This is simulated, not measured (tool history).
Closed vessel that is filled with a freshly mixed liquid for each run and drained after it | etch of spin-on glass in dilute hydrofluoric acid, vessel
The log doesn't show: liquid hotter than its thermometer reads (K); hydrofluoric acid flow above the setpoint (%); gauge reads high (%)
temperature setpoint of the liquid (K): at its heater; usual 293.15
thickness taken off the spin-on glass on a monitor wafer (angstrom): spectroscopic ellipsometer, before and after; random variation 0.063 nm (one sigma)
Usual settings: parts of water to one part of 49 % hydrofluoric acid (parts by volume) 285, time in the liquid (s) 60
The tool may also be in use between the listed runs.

run	hour	temperature setpoint of the liquid (K)	parts of water to one part of 49 % hydrofluoric acid (parts by volume)	time in the liquid (s)	wafers since the last listed run	hours since the thermometer was replaced	hours since the hydrofluoric acid flow meter was replaced	hours since the gauge calibration	read-back film thickness of the spin-on glass reference wafer, read on the same gauge (nm)	thickness taken off the spin-on glass on a monitor wafer (angstrom)
1	0	293.15	285	60	0	2266.3	1197.5	1392	30	75.7
2	90.5	290.65	285	60	7684	2356.8	1288	1482.5	30.02	68.7
# hour 94.3: hydrofluoric acid flow meter replaced
3	180.8	290.65	285	60	7582	2447.1	86.5	1572.8	30	68.9
# hour 214.7: thermometer replaced
4	231.9	290.65	285	60	4254	17.2	137.6	1623.9	29.98	70.4
5	312.2	293.15	285	60	6818	97.5	217.9	1704.2	29.98	76.5
6	415.6	293.15	285	60	8779	200.9	321.3	1807.6	30.02	76.6
7	506.5	293.15	285	60	7718	291.8	412.2	1898.5	29.99	76.2
8	591.2	293.15	285	60	7192	376.5	496.9	1983.2	29.97	77.1
9	696.3	293.15	285	60	8924	481.6	602	2088.3	30	76.1
10	738.1	290.15	285	90	3549	523.4	643.8	2130.1	29.98	103
11	1022.9	290.15	420	60	24183	808.2	928.6	2414.9	29.98	41.4
12	1066.8	291.65	395	60	3727	852.1	972.5	2458.8	30	48
13	1134.2	291.15	150	60	5723	919.5	1039.9	2526.2	30	151.3
14	1219.2	290.15	395	40	7217	1004.5	1124.9	2611.2	30.03	29.9
15	1279.8	293.15	285	60	5145	1065.1	1185.5	2671.8	29.99	76.1
16	1326.5	290.65	285	50	3965	1111.8	1232.2	2718.5	30.01	57.8
17	1373.3	290.65	285	80	3973	1158.6	1279	2765.3	29.98	92.8
# hour 1382.2: hydrofluoric acid flow meter replaced
18	1455.2	296.15	345	35	6869	1240.5	73	2847.2	29.97	39
19	1504	293.15	285	60	4143	1289.3	121.8	2896	30.02	77.2
20	1606.1	293.15	285	60	8669	1391.4	223.9	2998.1	29.96	76.1
# hour 1612.6: gauge calibrated
21	1662.2	291.15	150	85	4763	1447.5	280	49.6	29.98	216.6
22	1715.1	290.15	200	85	4491	1500.4	332.9	102.5	30.03	150.3
23	1802.7	293.15	285	45	7438	1588	420.5	190.1	30.01	57.3
24	1880.8	293.15	285	90	6631	1666.1	498.6	268.2	29.94	113.9
25	1986.8	293.15	285	60	9000	1772.1	604.6	374.2	30	75.3
26	2080.3	291.15	285	85	7939	1865.6	698.1	467.7	29.98	100
27	2151.6	293.15	285	60	6054	1936.9	769.4	539	30	76.1
28	2189.1	290.15	205	85	3184	1974.4	806.9	576.5	30.03	144.6
29	2227	291.65	205	60	3218	2012.3	844.8	614.4	29.99	108.4
30	2331.2	293.15	190	40	8847	2116.5	949	718.6	30	82.6
# hour 2426.7: thermometer replaced
31	2434.7	293.15	335	70	8703	8	1052.5	822.1	30.01	73.2
32	2480.3	293.15	330	60	3872	53.6	1098.1	867.7	30.01	62.8
33	2550.4	293.15	285	60	5952	123.7	1168.2	937.8	29.98	74.9

5 ways to go on from here, each from the tool as it stands after run 33. What would each give?
A	2551.1	293.15	285	60	59	124.4	1168.9	938.5	?	?
B	2551.1	295.65	285	60	59	124.4	1168.9	938.5	?	?
C	2551.1	296.65	285	60	59	124.4	1168.9	938.5	?	?
D	2551.1	290.15	405	90	59	124.4	1168.9	938.5	?	?
E	2551.1	293.15	170	75	59	124.4	1168.9	938.5	?	?

run	read-back film thickness of the spin-on glass reference wafer, read on the same gauge (nm)	thickness taken off the spin-on glass on a monitor wafer (angstrom)
A	30.04	75.3
B	30.04	82.4
C	30.04	85.4
D	30.04	64.5
E	30.04	176.1
Without the tool's hidden state the same runs would have given:
run	thickness taken off the spin-on glass on a monitor wafer (angstrom)
A	75.3
B	82.4
C	85.4
D	64.5
E	176.1
